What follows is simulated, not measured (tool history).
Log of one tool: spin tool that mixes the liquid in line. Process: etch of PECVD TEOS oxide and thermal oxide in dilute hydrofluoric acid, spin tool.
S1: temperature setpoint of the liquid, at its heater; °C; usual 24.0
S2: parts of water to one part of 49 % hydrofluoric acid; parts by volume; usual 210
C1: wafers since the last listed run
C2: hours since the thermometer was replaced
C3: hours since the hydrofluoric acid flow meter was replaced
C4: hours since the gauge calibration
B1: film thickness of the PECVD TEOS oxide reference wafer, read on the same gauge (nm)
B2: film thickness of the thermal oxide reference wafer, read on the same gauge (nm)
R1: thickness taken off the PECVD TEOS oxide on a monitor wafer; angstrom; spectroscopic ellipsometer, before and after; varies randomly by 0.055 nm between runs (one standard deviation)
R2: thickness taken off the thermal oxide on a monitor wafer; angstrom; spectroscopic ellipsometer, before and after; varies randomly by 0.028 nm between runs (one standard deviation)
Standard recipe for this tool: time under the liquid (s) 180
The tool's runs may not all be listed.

run 1 hour=0.0 | S1=22.5 S2=240 time_under_the_liquid_(s)=180 | C1=0 C2=2078.9 C3=1118.5 C4=206.6 | B1=80.01 B2=29.989 | R1=104.4 R2=26.02
run 2 hour=29.0 | S1=22.5 S2=240 time_under_the_liquid_(s)=180 | C1=237 C2=2107.9 C3=1147.5 C4=235.6 | B1=80.02 B2=30.003 | R1=104.5 R2=26.29
run 3 hour=59.9 | S1=24.0 S2=210 time_under_the_liquid_(s)=265 | C1=253 C2=2138.8 C3=1178.4 C4=266.5 | B1=80.00 B2=29.983 | R1=190.9 R2=47.44
run 4 hour=83.6 | S1=24.0 S2=210 time_under_the_liquid_(s)=180 | C1=194 C2=2162.5 C3=1202.1 C4=290.2 | B1=79.98 B2=30.005 | R1=129.6 R2=32.62
run 5 hour=111.7 | S1=26.0 S2=175 time_under_the_liquid_(s)=180 | C1=230 C2=2190.6 C3=1230.2 C4=318.3 | B1=79.99 B2=30.004 | R1=172.8 R2=43.78
run 6 hour=130.3 | S1=24.0 S2=210 time_under_the_liquid_(s)=180 | C1=152 C2=2209.2 C3=1248.8 C4=336.9 | B1=80.00 B2=29.988 | R1=129.3 R2=32.64
run 7 hour=163.8 | S1=24.0 S2=210 time_under_the_liquid_(s)=180 | C1=274 C2=2242.7 C3=1282.3 C4=370.4 | B1=80.00 B2=29.996 | R1=130.1 R2=32.07
run 8 hour=189.6 | S1=24.0 S2=210 time_under_the_liquid_(s)=180 | C1=211 C2=2268.5 C3=1308.1 C4=396.2 | B1=80.01 B2=29.981 | R1=130.0 R2=32.61
-- hour=207.8 gauge calibrated
run 9 hour=216.2 | S1=24.0 S2=210 time_under_the_liquid_(s)=180 | C1=217 C2=2295.1 C3=1334.7 C4=8.4 | B1=80.00 B2=30.009 | R1=130.6 R2=32.68
run 10 hour=236.1 | S1=26.0 S2=210 time_under_the_liquid_(s)=180 | C1=162 C2=2315.0 C3=1354.6 C4=28.3 | B1=79.99 B2=30.010 | R1=139.8 R2=35.36
run 11 hour=249.6 | S1=26.0 S2=210 time_under_the_liquid_(s)=180 | C1=110 C2=2328.5 C3=1368.1 C4=41.8 | B1=80.01 B2=29.984 | R1=138.7 R2=35.83
-- hour=272.7 hydrofluoric acid flow meter replaced
run 12 hour=275.4 | S1=24.0 S2=210 time_under_the_liquid_(s)=180 | C1=203 C2=2354.3 C3=2.7 C4=67.6 | B1=79.99 B2=29.988 | R1=135.5 R2=34.24
run 13 hour=295.3 | S1=24.0 S2=210 time_under_the_liquid_(s)=180 | C1=162 C2=2374.2 C3=22.6 C4=87.5 | B1=79.99 B2=29.987 | R1=136.7 R2=33.71
run 14 hour=316.4 | S1=24.0 S2=210 time_under_the_liquid_(s)=265 | C1=172 C2=2395.3 C3=43.7 C4=108.6 | B1=80.01 B2=29.995 | R1=198.4 R2=50.29
run 15 hour=351.4 | S1=22.0 S2=210 time_under_the_liquid_(s)=180 | C1=286 C2=2430.3 C3=78.7 C4=143.6 | B1=80.01 B2=30.001 | R1=125.8 R2=31.62
run 16 hour=385.8 | S1=24.0 S2=140 time_under_the_liquid_(s)=265 | C1=281 C2=2464.7 C3=113.1 C4=178.0 | B1=80.02 B2=30.005 | R1=325.4 R2=82.76
run 17 hour=399.8 | S1=24.0 S2=210 time_under_the_liquid_(s)=180 | C1=114 C2=2478.7 C3=127.1 C4=192.0 | B1=79.97 B2=30.007 | R1=135.3 R2=34.31
-- hour=469.4 thermometer replaced
run 18 hour=485.8 | S1=26.0 S2=175 time_under_the_liquid_(s)=180 | C1=696 C2=16.4 C3=213.1 C4=278.0 | B1=80.00 B2=29.999 | R1=170.0 R2=43.27
run 19 hour=509.1 | S1=26.5 S2=285 time_under_the_liquid_(s)=215 | C1=190 C2=39.7 C3=236.4 C4=301.3 | B1=80.01 B2=30.014 | R1=111.3 R2=28.23
run 20 hour=539.6 | S1=26.0 S2=165 time_under_the_liquid_(s)=180 | C1=249 C2=70.2 C3=266.9 C4=331.8 | B1=80.00 B2=30.002 | R1=182.4 R2=45.80
run 21 hour=569.0 | S1=22.5 S2=125 time_under_the_liquid_(s)=100 | C1=240 C2=99.6 C3=296.3 C4=361.2 | B1=80.01 B2=30.020 | R1=122.4 R2=30.57
run 22 hour=584.1 | S1=27.5 S2=130 time_under_the_liquid_(s)=125 | C1=123 C2=114.7 C3=311.4 C4=376.3 | B1=80.01 B2=29.993 | R1=177.6 R2=44.65
run 23 hour=603.5 | S1=21.5 S2=290 time_under_the_liquid_(s)=145 | C1=158 C2=134.1 C3=330.8 C4=395.7 | B1=80.01 B2=30.001 | R1=62.0 R2=15.65
run 24 hour=621.3 | S1=24.0 S2=210 time_under_the_liquid_(s)=85 | C1=145 C2=151.9 C3=348.6 C4=413.5 | B1=79.98 B2=30.007 | R1=59.4 R2=15.08
run 25 hour=635.3 | S1=19.5 S2=210 time_under_the_liquid_(s)=180 | C1=114 C2=165.9 C3=362.6 C4=427.5 | B1=80.01 B2=30.023 | R1=106.1 R2=26.81
run 26 hour=662.3 | S1=22.5 S2=240 time_under_the_liquid_(s)=180 | C1=221 C2=192.9 C3=389.6 C4=454.5 | B1=80.01 B2=30.003 | R1=101.5 R2=25.76
-- hour=684.9 gauge calibrated
run 27 hour=686.7 | S1=24.0 S2=210 time_under_the_liquid_(s)=180 | C1=199 C2=217.3 C3=414.0 C4=1.8 | B1=80.01 B2=29.993 | R1=126.9 R2=32.09

Forecast each of these 3 alternatives for the next run:
run A hour=687.2 | S1=24.0 S2=210 time_under_the_liquid_(s)=180 | C1=4 C2=217.8 C3=414.5 C4=2.3 | B1=? B2=? | R1=? R2=?
run B hour=687.2 | S1=22.5 S2=210 time_under_the_liquid_(s)=180 | C1=4 C2=217.8 C3=414.5 C4=2.3 | B1=? B2=? | R1=? R2=?
run C hour=687.2 | S1=22.0 S2=150 time_under_the_liquid_(s)=180 | C1=4 C2=217.8 C3=414.5 C4=2.3 | B1=? B2=? | R1=? R2=?

run=A B1=80.02 B2=30.006 R1=126.0 R2=31.98
run=B B1=80.02 B2=30.006 R1=119.2 R2=30.26
run=C B1=80.02 B2=30.006 R1=174.8 R2=44.35
With the hidden condition removed and each run's random variation left untouched, the same runs would have given:
run=A R1=125.4 R2=31.82
run=B R1=118.6 R2=30.10
run=C R1=173.6 R2=44.06
